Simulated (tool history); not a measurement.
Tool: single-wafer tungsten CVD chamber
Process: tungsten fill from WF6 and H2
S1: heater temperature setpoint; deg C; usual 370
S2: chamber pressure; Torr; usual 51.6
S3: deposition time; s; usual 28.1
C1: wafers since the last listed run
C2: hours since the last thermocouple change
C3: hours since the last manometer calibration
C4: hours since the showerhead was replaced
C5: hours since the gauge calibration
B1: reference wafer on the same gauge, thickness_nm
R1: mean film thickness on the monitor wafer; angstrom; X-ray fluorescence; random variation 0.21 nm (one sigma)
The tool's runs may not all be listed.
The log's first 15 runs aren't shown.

{"run": 16, "hour": 173.1, "S1": 379, "S2": 40.1, "S3": 24.5, "C1": 301, "C2": 1307.2, "C3": 66.1, "C4": 4810.3, "C5": 303.3, "B1": 57.22, "R1": 454.3}
{"run": 17, "hour": 183.0, "S1": 379, "S2": 51.6, "S3": 31.8, "C1": 295, "C2": 1317.1, "C3": 76.0, "C4": 4820.2, "C5": 313.2, "B1": 57.228, "R1": 642.06}
{"hour": 196.4, "done": "thermocouple changed; heater temperature recalibrated"}
{"hour": 204.8, "done": "showerhead replaced, of another model than before"}
{"run": 18, "hour": 205.3, "S1": 370, "S2": 48.2, "S3": 28.1, "C1": 188, "C2": 8.9, "C3": 98.3, "C4": 0.5, "C5": 335.5, "B1": 57.21, "R1": 489.62}
{"run": 19, "hour": 221.8, "S1": 370, "S2": 45.6, "S3": 30.3, "C1": 493, "C2": 25.4, "C3": 114.8, "C4": 17.0, "C5": 352.0, "B1": 57.227, "R1": 517.75}
{"run": 20, "hour": 231.1, "S1": 370, "S2": 51.6, "S3": 28.1, "C1": 277, "C2": 34.7, "C3": 124.1, "C4": 26.3, "C5": 361.3, "B1": 57.216, "R1": 515.79}
{"run": 21, "hour": 238.6, "S1": 362, "S2": 43.9, "S3": 26.4, "C1": 224, "C2": 42.2, "C3": 131.6, "C4": 33.8, "C5": 368.8, "B1": 57.24, "R1": 378.15}
{"run": 22, "hour": 248.0, "S1": 379, "S2": 51.6, "S3": 25.2, "C1": 280, "C2": 51.6, "C3": 141.0, "C4": 43.2, "C5": 378.2, "B1": 57.181, "R1": 540.1}
{"run": 23, "hour": 256.7, "S1": 358, "S2": 51.6, "S3": 28.1, "C1": 259, "C2": 60.3, "C3": 149.7, "C4": 51.9, "C5": 386.9, "B1": 57.228, "R1": 405.96}
{"run": 24, "hour": 265.0, "S1": 370, "S2": 51.6, "S3": 28.1, "C1": 248, "C2": 68.6, "C3": 158.0, "C4": 60.2, "C5": 395.2, "B1": 57.211, "R1": 511.39}
{"hour": 265.0, "done": "gauge calibrated"}
{"run": 25, "hour": 275.0, "S1": 384, "S2": 51.6, "S3": 28.1, "C1": 298, "C2": 78.6, "C3": 168.0, "C4": 70.2, "C5": 10.0, "B1": 57.147, "R1": 659.77}
{"run": 26, "hour": 292.2, "S1": 370, "S2": 51.6, "S3": 28.1, "C1": 513, "C2": 95.8, "C3": 185.2, "C4": 87.4, "C5": 27.2, "B1": 57.188, "R1": 509.61}
{"run": 27, "hour": 309.9, "S1": 370, "S2": 60.4, "S3": 23.8, "C1": 528, "C2": 113.5, "C3": 202.9, "C4": 105.1, "C5": 44.9, "B1": 57.194, "R1": 466.35}
{"run": 28, "hour": 316.9, "S1": 370, "S2": 46.1, "S3": 28.1, "C1": 209, "C2": 120.5, "C3": 209.9, "C4": 112.1, "C5": 51.9, "B1": 57.178, "R1": 481.76}
{"run": 29, "hour": 329.2, "S1": 370, "S2": 51.6, "S3": 28.1, "C1": 367, "C2": 132.8, "C3": 222.2, "C4": 124.4, "C5": 64.2, "B1": 57.208, "R1": 509.45}
{"run": 30, "hour": 342.7, "S1": 370, "S2": 51.6, "S3": 28.1, "C1": 403, "C2": 146.3, "C3": 235.7, "C4": 137.9, "C5": 77.7, "B1": 57.274, "R1": 511.7}
{"run": 31, "hour": 355.7, "S1": 370, "S2": 56.1, "S3": 28.1, "C1": 388, "C2": 159.3, "C3": 248.7, "C4": 150.9, "C5": 90.7, "B1": 57.245, "R1": 532.77}
{"run": 32, "hour": 369.9, "S1": 377, "S2": 63.1, "S3": 32.6, "C1": 424, "C2": 173.5, "C3": 262.9, "C4": 165.1, "C5": 104.9, "B1": 57.21, "R1": 742.88}
{"run": 33, "hour": 384.0, "S1": 376, "S2": 60.5, "S3": 31.2, "C1": 421, "C2": 187.6, "C3": 277.0, "C4": 179.2, "C5": 119.0, "B1": 57.255, "R1": 680.75}
{"run": 34, "hour": 396.1, "S1": 370, "S2": 51.6, "S3": 24.9, "C1": 361, "C2": 199.7, "C3": 289.1, "C4": 191.3, "C5": 131.1, "B1": 57.277, "R1": 449.47}

Forecast each of these 4 alternatives for the next run:
{"run": "A", "hour": 396.5, "S1": 383, "S2": 51.6, "S3": 28.1, "C1": 11, "C2": 200.1, "C3": 289.5, "C4": 191.7, "C5": 131.5, "B1": "?", "R1": "?"}
{"run": "B", "hour": 396.5, "S1": 361, "S2": 43.2, "S3": 25.1, "C1": 11, "C2": 200.1, "C3": 289.5, "C4": 191.7, "C5": 131.5, "B1": "?", "R1": "?"}
{"run": "C", "hour": 396.5, "S1": 361, "S2": 56.4, "S3": 32.7, "C1": 11, "C2": 200.1, "C3": 289.5, "C4": 191.7, "C5": 131.5, "B1": "?", "R1": "?"}
{"run": "D", "hour": 396.5, "S1": 359, "S2": 61.9, "S3": 25.5, "C1": 11, "C2": 200.1, "C3": 289.5, "C4": 191.7, "C5": 131.5, "B1": "?", "R1": "?"}

run=A B1=57.116 R1=645.42
run=B B1=57.116 R1=349.35
run=C B1=57.116 R1=522.43
run=D B1=57.116 R1=409.92
Without the tool's hidden state the same runs would have given:
run=A R1=651.15
run=B R1=352.74
run=C R1=527.49
run=D R1=413.91
